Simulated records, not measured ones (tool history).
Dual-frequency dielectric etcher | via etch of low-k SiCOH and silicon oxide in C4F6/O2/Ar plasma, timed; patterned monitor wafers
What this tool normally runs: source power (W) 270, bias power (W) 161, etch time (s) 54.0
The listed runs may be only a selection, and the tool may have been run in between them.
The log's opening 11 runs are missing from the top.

run,hour,source power (W),bias power (W),etch time (s),"read-back reference wafer on the same gauge, depth_nm",mean etch depth across the wafer (Å)
12,492.5,220,182,49.0,114.2,975
13,524.4,270,161,54.0,113.8,1144
14,552.0,270,182,66.5,114.1,1456
15,601.4,290,147,54.0,114.1,1157
# hour 618.0: gauge calibrated
16,628.1,270,161,54.0,113.9,1140
17,692.8,250,193,54.0,114.3,1136
# hour 762.9: source power generator calibrated
18,763.4,270,182,54.0,114.0,1171
19,824.9,250,161,48.0,114.0,953
20,876.5,340,147,62.0,113.9,1399
# hour 912.4: wet clean of the chamber
21,912.9,270,161,54.0,113.8,1162
22,953.5,270,161,54.0,114.1,1165
23,1010.4,270,161,54.0,114.1,1151
24,1062.6,270,161,43.0,114.3,926
25,1124.4,330,141,54.0,113.9,1228
26,1160.2,330,128,54.0,114.0,1195
27,1208.1,270,161,54.0,113.8,1134
28,1249.4,240,179,41.0,114.0,836
29,1304.6,230,141,44.5,113.8,830
30,1370.2,290,161,54.0,114.4,1173
31,1419.9,270,161,54.0,113.8,1126

Predict each of these 3 candidate next runs independently; none follows another, all start after run 31:
A,1420.3,270,161,42.0,?,?
B,1420.3,310,148,61.0,?,?
C,1420.3,250,126,66.5,?,?

run,"read-back reference wafer on the same gauge, depth_nm",mean etch depth across the wafer (Å)
A,114.2,870
B,114.2,1322
C,114.2,1249
Without the tool's hidden state the same runs would have given:
run,mean etch depth across the wafer (Å)
A,903
B,1372
C,1296
